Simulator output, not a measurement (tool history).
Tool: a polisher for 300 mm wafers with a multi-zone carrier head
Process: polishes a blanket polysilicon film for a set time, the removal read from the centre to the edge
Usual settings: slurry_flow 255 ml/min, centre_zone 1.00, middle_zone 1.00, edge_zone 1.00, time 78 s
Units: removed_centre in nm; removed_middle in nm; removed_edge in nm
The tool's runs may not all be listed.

run,hour,slurry_flow,centre_zone,middle_zone,edge_zone,time,"incoming thickness of the incoming film, nm",removed_centre,removed_middle,removed_edge
1,0.0,255,1.00,1.00,0.96,78,1235.0,248.2,283.4,274.3
2,10.7,255,1.00,1.00,0.96,78,1248.3,239.6,275.2,275.0
3,18.8,255,1.00,1.00,0.96,78,1272.2,238.9,273.0,270.4
4,25.5,255,1.00,1.06,1.00,78,1241.5,239.9,281.1,270.7
5,38.6,255,1.00,1.06,1.00,78,1272.5,234.8,279.7,267.6
6,48.9,255,1.00,1.00,1.00,78,1249.4,232.0,259.7,265.0
7,61.0,255,1.00,1.00,1.00,78,1246.4,230.3,258.5,265.5
8,68.8,255,1.00,1.00,1.00,78,1244.4,226.9,261.7,264.1
# hour 73.2: worn pad replaced by a new one
9,76.6,255,1.00,1.00,1.00,78,1265.6,241.6,276.7,271.0
10,88.6,325,1.00,1.00,0.93,78,1250.2,246.4,275.6,268.5
11,95.6,325,1.00,1.00,0.93,78,1229.9,244.7,269.5,271.3
12,108.2,325,1.00,1.00,0.93,78,1236.5,240.7,269.8,272.9
# hour 118.9: edge zone pressure recalibrated
13,119.4,255,1.00,1.00,1.00,78,1268.0,231.3,262.8,275.5
# hour 123.3: slurry nozzle cleaned
14,126.7,290,1.05,1.05,1.00,78,1242.5,245.7,282.2,262.2
15,135.2,220,1.00,1.00,0.94,78,1235.0,221.2,262.1,257.7

Run 16 comes next. What will it give?
# hour 143.0: centre zone pressure recalibrated
16,148.9,255,1.00,1.00,1.00,78,1257.9,?,?,?

Run 16 gave removed_centre 248.1 nm, removed_middle 255.8 nm, removed_edge 259.7 nm.
Without the tool's hidden state the same run would have given removed_centre 271.9 nm, removed_middle 278.8 nm, removed_edge 283.1 nm.
